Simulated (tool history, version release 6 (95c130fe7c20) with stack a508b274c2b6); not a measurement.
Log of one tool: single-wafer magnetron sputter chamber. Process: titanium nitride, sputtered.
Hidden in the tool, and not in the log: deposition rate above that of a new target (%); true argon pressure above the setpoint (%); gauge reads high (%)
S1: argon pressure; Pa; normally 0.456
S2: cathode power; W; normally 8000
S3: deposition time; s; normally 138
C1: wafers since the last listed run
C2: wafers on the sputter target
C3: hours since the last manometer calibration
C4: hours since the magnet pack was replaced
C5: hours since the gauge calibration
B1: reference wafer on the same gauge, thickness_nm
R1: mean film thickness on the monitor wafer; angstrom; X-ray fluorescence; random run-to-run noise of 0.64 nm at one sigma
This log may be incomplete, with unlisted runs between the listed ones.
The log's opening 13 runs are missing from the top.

| run | day | S1 | S2 | S3 | C1 | C2 | C3 | C4 | C5 | B1 | R1 |
|---|---|---|---|---|---|---|---|---|---|---|---|
| 14 | 25.296 | 0.456 | 8000 | 138 | 585 | 6156 | 2954.9 | 9665.7 | 1112.6 | 191.166 | 2007.02 |
|  | 25.975 | magnet pack replaced |
|  | 27.221 | gauge calibrated |
| 15 | 28.288 | 0.456 | 8000 | 138 | 815 | 6971 | 3026.7 | 55.5 | 25.6 | 191.081 | 2016.14 |
| 16 | 29.904 | 0.282 | 8000 | 129 | 495 | 7467 | 3065.5 | 94.3 | 64.4 | 191.239 | 2008.05 |
| 17 | 32.462 | 0.615 | 6150 | 120 | 784 | 8252 | 3126.9 | 155.7 | 125.8 | 190.749 | 1268.01 |
|  | 33.879 | capacitance manometer re-zeroed and calibrated |
|  | 34.429 | sputter target and shields replaced |
| 18 | 34.471 | 0.343 | 8000 | 138 | 411 | 13 | 14.2 | 203.9 | 174 | 190.953 | 2119.34 |
| 19 | 35.667 | 0.503 | 8000 | 125 | 366 | 379 | 42.9 | 232.6 | 202.7 | 190.831 | 1786.78 |
| 20 | 38.225 | 0.621 | 7150 | 162 | 784 | 1164 | 104.3 | 294 | 264.1 | 191.226 | 1988.12 |
| 21 | 39.725 | 0.456 | 8000 | 138 | 460 | 1624 | 140.3 | 330 | 300.1 | 190.881 | 2017 |
| 22 | 42.275 | 0.456 | 8000 | 138 | 782 | 2406 | 201.5 | 391.2 | 361.3 | 190.862 | 2006.61 |
| 23 | 45.204 | 0.456 | 9250 | 138 | 898 | 3304 | 271.8 | 461.5 | 431.6 | 191.089 | 2342.58 |
| 24 | 47.925 | 0.587 | 7050 | 117 | 834 | 4139 | 337.1 | 526.8 | 496.9 | 191.257 | 1425.51 |
| 25 | 50.492 | 0.388 | 7450 | 119 | 787 | 4926 | 398.7 | 588.4 | 558.5 | 190.839 | 1648.8 |
| 26 | 59.092 | 0.456 | 6700 | 112 | 2637 | 7563 | 605.1 | 794.8 | 764.9 | 191.026 | 1361.29 |
| 27 | 60.45 | 0.314 | 6800 | 157 | 416 | 7980 | 637.7 | 827.4 | 797.5 | 191.049 | 2074.93 |
|  | 60.808 | sputter target and shields replaced |
| 28 | 61.608 | 0.615 | 6850 | 116 | 253 | 245 | 665.5 | 855.2 | 825.3 | 190.962 | 1364.2 |
| 29 | 64.575 | 0.342 | 9250 | 118 | 909 | 1155 | 736.7 | 926.4 | 896.5 | 191.086 | 2079.86 |
| 30 | 66.083 | 0.342 | 9250 | 118 | 462 | 1618 | 772.9 | 962.6 | 932.7 | 190.989 | 2076.66 |

Consider 5 possible next runs. They are alternatives, not a sequence: every one starts from the tool as it was left by run 30. What does each give?
| A | 66.1 | 0.456 | 8800 | 138 | 5 | 1623 | 773.3 | 963 | 933.1 | ? | ? |
| B | 66.1 | 0.456 | 8600 | 158 | 5 | 1623 | 773.3 | 963 | 933.1 | ? | ? |
| C | 66.1 | 0.558 | 8650 | 150 | 5 | 1623 | 773.3 | 963 | 933.1 | ? | ? |
| D | 66.1 | 0.572 | 8000 | 116 | 5 | 1623 | 773.3 | 963 | 933.1 | ? | ? |
| E | 66.1 | 0.334 | 6600 | 120 | 5 | 1623 | 773.3 | 963 | 933.1 | ? | ? |

| run | B1 | R1 |
|---|---|---|
| A | 190.946 | 2226.29 |
| B | 190.946 | 2491.01 |
| C | 190.946 | 2284.08 |
| D | 190.946 | 1624.64 |
| E | 190.946 | 1525.35 |
Take away the tool's hidden state, keep each run's random variation, and the runs would have read:
| run | R1 |
|---|---|
| A | 2226.29 |
| B | 2491.01 |
| C | 2284.08 |
| D | 1624.64 |
| E | 1525.35 |
